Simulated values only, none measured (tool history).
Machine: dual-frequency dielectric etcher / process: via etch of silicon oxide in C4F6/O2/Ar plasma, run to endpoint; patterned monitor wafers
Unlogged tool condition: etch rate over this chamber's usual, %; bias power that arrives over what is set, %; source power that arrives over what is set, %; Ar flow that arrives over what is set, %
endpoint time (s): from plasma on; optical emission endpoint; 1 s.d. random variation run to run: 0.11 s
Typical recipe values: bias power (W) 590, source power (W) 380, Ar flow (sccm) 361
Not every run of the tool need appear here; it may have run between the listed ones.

run,hour,bias power (W),source power (W),Ar flow (sccm),wafers since the last listed run,hours since the last wet clean,hours since the last bias power generator calibration,hours since the last source power generator calibration,hours since the last Ar flow controller change,hours since the last upper electrode change,"incoming incoming film thickness, nm",endpoint time (s)
1,0,590,380,361,0,291.5,1426.8,2525.4,2313.5,2806.3,120,27.7
2,102.7,590,380,361,801,394.2,1529.5,2628.1,2416.2,2909,119.3,27.4
3,191.7,590,380,361,694,483.2,1618.5,2717.1,2505.2,2998,120,27.6
4,239.3,590,380,361,371,530.8,1666.1,2764.7,2552.8,3045.6,119.6,27.4
# hour 345.2: wet clean of the chamber
5,399.4,590,380,361,1061,54.2,1826.2,2924.8,2712.9,3205.7,119,27
6,483.2,590,380,304,653,138,1910,3008.6,2796.7,3289.5,118.7,26.6
7,521.9,590,380,304,301,176.7,1948.7,3047.3,2835.4,3328.2,119.7,26.8
8,591.9,590,380,304,546,246.7,2018.7,3117.3,2905.4,3398.2,119.2,26.7
9,671.8,541,380,361,623,326.6,2098.6,3197.2,2985.3,3478.1,119.2,28.4
# hour 676.3: source power generator calibrated
# hour 703.3: Ar flow controller replaced
10,766.1,541,380,361,657,420.9,2192.9,89.8,62.8,3572.4,119.5,28.5
11,857.7,541,380,361,714,512.5,2284.5,181.4,154.4,3664,119.2,28.2
# hour 946.4: wet clean of the chamber
12,959,514,380,361,602,12.6,2385.8,282.7,255.7,3765.3,121,29.6
13,1044.4,632,380,429,666,98,2471.2,368.1,341.1,3850.7,120.5,26.6
# hour 1085.2: bias power generator calibrated
14,1108.7,590,380,361,470,162.3,23.5,432.4,405.4,3915,120.5,27.7
15,1153.1,590,380,361,346,206.7,67.9,476.8,449.8,3959.4,119.1,27.4
16,1197.6,590,380,361,347,251.2,112.4,521.3,494.3,4003.9,119.9,27.5
17,1274.1,638,380,393,596,327.7,188.9,597.8,570.8,4080.4,120.3,26.7
18,1318.5,590,380,397,346,372.1,233.3,642.2,615.2,4124.8,120.5,27.9
# hour 1411.9: upper electrode replaced
19,1412.4,714,310,422,545,466,327.2,736.1,709.1,0.5,119.9,27.2
20,1455.2,478,300,275,333,508.8,370,778.9,751.9,43.3,120.7,32.6
# hour 1531.4: wet clean of the chamber
21,1531.9,726,340,431,411,0.5,446.7,855.6,828.6,120,119.6,25.8
22,1621.2,534,320,361,696,89.8,536,944.9,917.9,209.3,119.1,30.6
23,1705,540,350,286,653,173.6,619.8,1028.7,1001.7,293.1,119.3,28.7
24,1797.4,707,380,299,720,266,712.2,1121.1,1094.1,385.5,120.1,24.6

For each run, what was the tool's unlogged condition?
etch rate over this chamber's usual, %: 0 across all the runs
source power that arrives over what is set, %: 0 across all the runs
Ar flow that arrives over what is set, %: 0 across all the runs
H1: bias power that arrives over what is set, %
run,H1
1,0.921
2,1.16
3,1.37
4,1.49
5,1.92
6,2.16
7,2.28
8,2.49
9,2.75
10,3.06
11,3.37
12,3.74
13,4.06
14,0.895
15,0.898
16,0.905
17,0.922
18,0.937
19,0.977
20,1
21,1.05
22,1.12
23,1.19
24,1.29

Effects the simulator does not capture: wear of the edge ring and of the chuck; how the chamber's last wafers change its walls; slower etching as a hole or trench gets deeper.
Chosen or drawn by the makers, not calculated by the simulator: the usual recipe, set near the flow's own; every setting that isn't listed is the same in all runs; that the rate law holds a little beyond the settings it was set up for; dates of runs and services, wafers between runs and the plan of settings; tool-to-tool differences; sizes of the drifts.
